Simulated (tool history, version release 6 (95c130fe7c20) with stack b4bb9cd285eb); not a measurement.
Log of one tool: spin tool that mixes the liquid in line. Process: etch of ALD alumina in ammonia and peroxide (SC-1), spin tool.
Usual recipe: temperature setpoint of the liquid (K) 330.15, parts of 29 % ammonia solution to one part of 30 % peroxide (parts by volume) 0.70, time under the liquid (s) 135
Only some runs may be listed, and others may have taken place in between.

| run | hour | temperature setpoint of the liquid (K) | parts of 29 % ammonia solution to one part of 30 % peroxide (parts by volume) | time under the liquid (s) | read-back film thickness of the ALD alumina reference wafer, read on the same gauge (nm) | thickness taken off the ALD alumina on a monitor wafer (Å) |
|---|---|---|---|---|---|---|
| 1 | 0.0 | 330.15 | 0.70 | 135 | 119.99 | 121.0 |
| 2 | 26.8 | 330.15 | 0.70 | 135 | 120.02 | 118.9 |
| 3 | 52.2 | 330.15 | 0.70 | 135 | 119.99 | 120.4 |
| 4 | 97.3 | 330.15 | 0.70 | 135 | 119.99 | 118.2 |
| 5 | 236.0 | 330.15 | 0.70 | 135 | 119.99 | 120.2 |
| 6 | 274.0 | 325.65 | 0.50 | 135 | 119.99 | 89.0 |
| 7 | 308.8 | 330.15 | 0.70 | 135 | 119.97 | 118.4 |
| 8 | 335.2 | 330.15 | 0.70 | 135 | 119.99 | 116.1 |
| 9 | 403.1 | 330.15 | 0.70 | 135 | 120.01 | 117.9 |
| 10 | 462.5 | 330.15 | 0.70 | 135 | 120.02 | 146.9 |
| 11 | 511.0 | 330.15 | 0.70 | 135 | 119.99 | 147.3 |
| 12 | 549.7 | 323.15 | 0.95 | 135 | 119.98 | 103.3 |
| 13 | 604.2 | 334.65 | 0.70 | 180 | 119.99 | 247.5 |
| 14 | 652.1 | 333.65 | 0.95 | 135 | 120.00 | 180.0 |
| 15 | 688.7 | 324.65 | 0.55 | 110 | 120.01 | 85.0 |
| 16 | 748.5 | 323.15 | 0.70 | 135 | 120.02 | 100.7 |
| 17 | 812.8 | 320.15 | 0.90 | 190 | 120.00 | 119.6 |
| 18 | 851.5 | 330.15 | 0.90 | 135 | 119.97 | 148.0 |
| 19 | 890.0 | 333.65 | 0.50 | 65 | 120.00 | 80.8 |

Taken out of this log: 6 entries between the listed runs. Where each belongs, and how the hidden state differs across it:
In the gap between runs 3 and 4: new drum of ammonia solution connected (hour 87.4)
  temperature lost on the way to the wafer (K): 4.3 -> 4.35
  measured less the result without the state, thickness taken off the ALD alumina on a monitor wafer (Å): -30.9 -> -30.8
In the gap between runs 8 and 9: gauge calibrated (hour 360.9)
  temperature lost on the way to the wafer (K): 4.63 -> 4.71
  measured less the result without the state, thickness taken off the ALD alumina on a monitor wafer (Å): -32.4 -> -33.5
In the gap between runs 9 and 10: heated supply line repaired (hour 462.0)
  temperature lost on the way to the wafer (K): 4.71 -> 0.373
  measured less the result without the state, thickness taken off the ALD alumina on a monitor wafer (Å): -33.5 -> -2.9
In the gap between runs 10 and 11: ammonia flow meter replaced (hour 491.2)
  temperature lost on the way to the wafer (K): 0.373 -> 0.429
  measured less the result without the state, thickness taken off the ALD alumina on a monitor wafer (Å): -2.9 -> -3.4
In the gap between runs 11 and 12: new drum of ammonia solution connected (hour 535.1)
  temperature lost on the way to the wafer (K): 0.429 -> 0.474
  measured less the result without the state, thickness taken off the ALD alumina on a monitor wafer (Å): -3.4 -> -2.7
In the gap between runs 14 and 15: thermometer replaced (hour 657.1)
  temperature lost on the way to the wafer (K): 0.592 -> 0.635
  measured less the result without the state, thickness taken off the ALD alumina on a monitor wafer (Å): -5.6 -> -3.0
